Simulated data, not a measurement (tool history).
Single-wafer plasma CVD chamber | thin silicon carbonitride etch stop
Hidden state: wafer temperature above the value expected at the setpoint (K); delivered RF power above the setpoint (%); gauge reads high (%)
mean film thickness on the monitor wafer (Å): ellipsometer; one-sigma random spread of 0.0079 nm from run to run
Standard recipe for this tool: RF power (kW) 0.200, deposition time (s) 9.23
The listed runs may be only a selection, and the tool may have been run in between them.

run,hour,RF power (kW),deposition time (s),wafers since the last listed run,hours since the last thermocouple change,hours since the last RF generator calibration,hours since the showerhead was replaced,hours since the gauge calibration,"read-back reference wafer on the same gauge, thickness_nm",mean film thickness on the monitor wafer (Å)
1,0.0,0.200,10.22,0,1104.1,1871.3,7175.4,138.2,5.100,57.11
2,32.9,0.200,10.08,970,1137.0,1904.2,7208.3,171.1,5.099,56.13
3,51.9,0.200,10.08,560,1156.0,1923.2,7227.3,190.1,5.102,56.17
4,78.7,0.200,9.23,790,1182.8,1950.0,7254.1,216.9,5.100,51.42
5,112.2,0.200,9.23,987,1216.3,1983.5,7287.6,250.4,5.101,51.59
6,133.3,0.200,9.23,622,1237.4,2004.6,7308.7,271.5,5.100,51.43
7,146.9,0.200,9.23,401,1251.0,2018.2,7322.3,285.1,5.100,51.48
8,169.4,0.200,9.23,663,1273.5,2040.7,7344.8,307.6,5.101,51.32
9,190.7,0.200,9.23,628,1294.8,2062.0,7366.1,328.9,5.100,51.23
# hour 206.1: thermocouple changed; heater temperature recalibrated
10,212.2,0.180,10.57,398,6.1,2083.5,7387.6,350.4,5.100,56.99
11,242.1,0.180,10.57,881,36.0,2113.4,7417.5,380.3,5.100,57.07
12,260.6,0.200,9.23,545,54.5,2131.9,7436.0,398.8,5.100,51.37
13,290.0,0.200,10.22,866,83.9,2161.3,7465.4,428.2,5.101,56.85
# hour 334.9: showerhead replaced
# hour 367.9: RF generator calibrated
14,368.4,0.200,9.23,1840,162.3,0.5,33.5,506.6,5.100,52.55
15,394.0,0.185,10.17,754,187.9,26.1,59.1,532.2,5.100,56.46
# hour 412.0: gauge calibrated
16,422.5,0.190,9.95,840,216.4,54.6,87.6,10.5,5.099,55.68
17,456.3,0.185,8.12,996,250.2,88.4,121.4,44.3,5.101,45.13
18,469.2,0.190,7.56,380,263.1,101.3,134.3,57.2,5.100,42.27
19,486.2,0.225,10.78,501,280.1,118.3,151.3,74.2,5.100,63.48
20,508.6,0.235,8.35,660,302.5,140.7,173.7,96.6,5.100,49.63
21,531.4,0.235,9.23,672,325.3,163.5,196.5,119.4,5.101,55.00
22,561.8,0.200,10.92,896,355.7,193.9,226.9,149.8,5.100,61.97

Results per run with the tool's hidden condition removed, run-to-run variation unchanged:
run,mean film thickness on the monitor wafer (Å)
1,58.22
2,57.25
3,57.30
4,52.46
5,52.66
6,52.50
7,52.56
8,52.41
9,52.32
10,58.22
11,58.32
12,52.51
13,58.13
14,52.56
15,56.48
16,55.72
17,45.17
18,42.32
19,63.55
20,49.70
21,55.09
22,62.09
